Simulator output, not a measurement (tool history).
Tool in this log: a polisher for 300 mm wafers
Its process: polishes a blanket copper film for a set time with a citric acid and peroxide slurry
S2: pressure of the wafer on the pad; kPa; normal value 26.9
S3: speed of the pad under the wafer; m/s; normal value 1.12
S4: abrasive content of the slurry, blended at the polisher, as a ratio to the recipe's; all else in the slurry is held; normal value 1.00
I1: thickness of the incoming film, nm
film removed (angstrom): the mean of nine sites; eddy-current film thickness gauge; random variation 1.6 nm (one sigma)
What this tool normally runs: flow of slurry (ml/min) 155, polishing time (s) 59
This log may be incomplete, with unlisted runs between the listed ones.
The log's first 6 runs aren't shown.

{"hour": 429.9, "done": "slurry blender recalibrated"}
{"hour": 471.7, "done": "slurry nozzle cleaned"}
{"run": 7, "hour": 474.9, "flow of slurry (ml/min)": 155, "S2": 26.9, "S3": 1.12, "S4": 0.9, "polishing time (s)": 59, "I1": 903.9, "film removed (angstrom)": 1689}
{"run": 8, "hour": 563.2, "flow of slurry (ml/min)": 155, "S2": 26.9, "S3": 1.12, "S4": 1.2, "polishing time (s)": 59, "I1": 910.7, "film removed (angstrom)": 1754}
{"run": 9, "hour": 636.7, "flow of slurry (ml/min)": 155, "S2": 26.9, "S3": 1.12, "S4": 1.2, "polishing time (s)": 59, "I1": 918.5, "film removed (angstrom)": 1687}
{"hour": 678.5, "done": "worn pad replaced by a new one"}
{"run": 10, "hour": 688.3, "flow of slurry (ml/min)": 155, "S2": 26.9, "S3": 1.12, "S4": 1.2, "polishing time (s)": 59, "I1": 913.8, "film removed (angstrom)": 1673}
{"run": 11, "hour": 792.0, "flow of slurry (ml/min)": 155, "S2": 26.9, "S3": 1.12, "S4": 1.0, "polishing time (s)": 53, "I1": 907.8, "film removed (angstrom)": 1404}
{"run": 12, "hour": 854.0, "flow of slurry (ml/min)": 155, "S2": 26.9, "S3": 1.12, "S4": 1.0, "polishing time (s)": 53, "I1": 915.3, "film removed (angstrom)": 1378}
{"hour": 925.2, "done": "head pressure recalibrated"}
{"hour": 932.0, "done": "slurry nozzle cleaned"}
{"run": 13, "hour": 947.2, "flow of slurry (ml/min)": 155, "S2": 26.9, "S3": 1.12, "S4": 1.0, "polishing time (s)": 59, "I1": 922.3, "film removed (angstrom)": 1550}
{"hour": 957.0, "done": "slurry blender recalibrated"}
{"run": 14, "hour": 1031.5, "flow of slurry (ml/min)": 155, "S2": 26.9, "S3": 1.12, "S4": 1.0, "polishing time (s)": 59, "I1": 898.6, "film removed (angstrom)": 1742}
{"run": 15, "hour": 1123.9, "flow of slurry (ml/min)": 155, "S2": 26.9, "S3": 1.12, "S4": 0.9, "polishing time (s)": 59, "I1": 897.7, "film removed (angstrom)": 1601}
{"run": 16, "hour": 1161.4, "flow of slurry (ml/min)": 155, "S2": 26.9, "S3": 1.12, "S4": 1.0, "polishing time (s)": 53, "I1": 903.6, "film removed (angstrom)": 1466}
{"hour": 1210.6, "done": "worn pad replaced by a new one"}
{"run": 17, "hour": 1236.7, "flow of slurry (ml/min)": 155, "S2": 19.3, "S3": 1.12, "S4": 0.85, "polishing time (s)": 39, "I1": 922.7, "film removed (angstrom)": 738}
{"run": 18, "hour": 1340.6, "flow of slurry (ml/min)": 155, "S2": 26.9, "S3": 1.12, "S4": 1.15, "polishing time (s)": 76, "I1": 924.9, "film removed (angstrom)": 2099}
{"run": 19, "hour": 1397.3, "flow of slurry (ml/min)": 155, "S2": 26.9, "S3": 0.98, "S4": 1.0, "polishing time (s)": 59, "I1": 909.3, "film removed (angstrom)": 1461}
{"hour": 1400.6, "done": "slurry nozzle cleaned"}
{"hour": 1418.2, "done": "slurry blender recalibrated"}
{"run": 20, "hour": 1458.2, "flow of slurry (ml/min)": 155, "S2": 30.3, "S3": 1.12, "S4": 1.25, "polishing time (s)": 59, "I1": 921.7, "film removed (angstrom)": 2043}
{"run": 21, "hour": 1498.4, "flow of slurry (ml/min)": 155, "S2": 26.9, "S3": 1.5, "S4": 1.25, "polishing time (s)": 59, "I1": 891.4, "film removed (angstrom)": 2147}
{"run": 22, "hour": 1539.5, "flow of slurry (ml/min)": 125, "S2": 26.9, "S3": 1.12, "S4": 1.0, "polishing time (s)": 69, "I1": 907.7, "film removed (angstrom)": 1902}
{"hour": 1569.7, "done": "head pressure recalibrated"}
{"run": 23, "hour": 1633.8, "flow of slurry (ml/min)": 155, "S2": 26.9, "S3": 1.48, "S4": 0.7, "polishing time (s)": 40, "I1": 916.1, "film removed (angstrom)": 1158}

Run 24 comes next. What will it give?
{"hour": 1776.3, "done": "worn pad replaced by a new one"}
{"run": 24, "hour": 1882.7, "flow of slurry (ml/min)": 155, "S2": 35.2, "S3": 1.28, "S4": 0.75, "polishing time (s)": 59, "I1": 897.4, "film removed (angstrom)": "?"}

Logged for run 24: film removed (angstrom) 2013.
Without the tool's hidden state the same run would have given film removed (angstrom) 2313.
